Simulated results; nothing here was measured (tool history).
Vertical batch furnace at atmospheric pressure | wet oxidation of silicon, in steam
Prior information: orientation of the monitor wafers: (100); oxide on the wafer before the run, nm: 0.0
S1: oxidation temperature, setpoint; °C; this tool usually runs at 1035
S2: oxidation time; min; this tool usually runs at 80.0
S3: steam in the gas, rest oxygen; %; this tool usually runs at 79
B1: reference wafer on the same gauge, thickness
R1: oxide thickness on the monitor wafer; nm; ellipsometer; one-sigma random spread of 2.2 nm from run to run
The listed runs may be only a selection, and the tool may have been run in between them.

run    hour    S1     S2  S3      B1      R1
  1     0.0  1035   80.0  79  559.94  548.55
  2    62.1  1035   80.0  79  560.88  549.96
  3   110.9  1035   80.0  79  560.43  547.70
  4   153.2  1035   80.0  79  559.58  551.69
  5   190.3  1035   80.0  79  560.60  551.45
  6   241.5  1035   80.0  79  559.65  546.93
  7   288.6  1035   91.5  83  560.17  614.66
  8   330.6  1035   80.0  79  560.00  549.65
  9   393.4  1035   80.0  79  559.34  546.50
 10   427.6  1042   80.0  79  560.29  567.62
 11   605.9  1042   80.0  79  560.05  568.89
 12   644.3  1035   80.0  79  560.17  543.79
      687.5  -- thermocouples replaced and temperature profile calibrated
 13   688.0  1017   45.5  79  560.41  336.60
 14   716.5  1035   80.0  79  559.45  545.24
 15   765.9  1025  104.5  79  559.48  602.09
      810.2  -- gauge calibrated
 16   820.4  1035   62.5  71  559.53  430.21
 17   852.6  1047  107.0  75  560.36  664.17
 18   917.7  1046   96.5  76  558.82  625.31
 19   960.7  1035   80.0  79  560.05  539.07
     1112.6  -- steam generator serviced
 20  1170.8  1035   80.0  79  559.30  556.17
 21  1232.8  1035   80.0  70  560.57  516.78
 22  1275.8  1017   45.5  79  560.66  344.20
 23  1335.0  1035   80.0  79  559.88  555.73
 24  1402.2  1024   49.0  89  558.96  412.16

Give the tool's hidden conditions for every run:
true tube temperature minus thermocouple reading, K: 0 at every run
gauge reads high (%): 0 at every run
H1: steam share off its setpoint, % of the setpoint
run     H1
  1  -3.03
  2  -3.19
  3  -3.31
  4  -3.42
  5  -3.52
  6  -3.66
  7  -3.79
  8  -3.91
  9  -4.08
 10  -4.18
 11  -4.73
 12  -4.85
 13  -4.99
 14  -5.08
 15  -5.25
 16  -5.43
 17  -5.54
 18  -5.76
 19  -5.92
 20  -1.18
 21  -1.19
 22  -1.19
 23  -1.21
 24  -1.23

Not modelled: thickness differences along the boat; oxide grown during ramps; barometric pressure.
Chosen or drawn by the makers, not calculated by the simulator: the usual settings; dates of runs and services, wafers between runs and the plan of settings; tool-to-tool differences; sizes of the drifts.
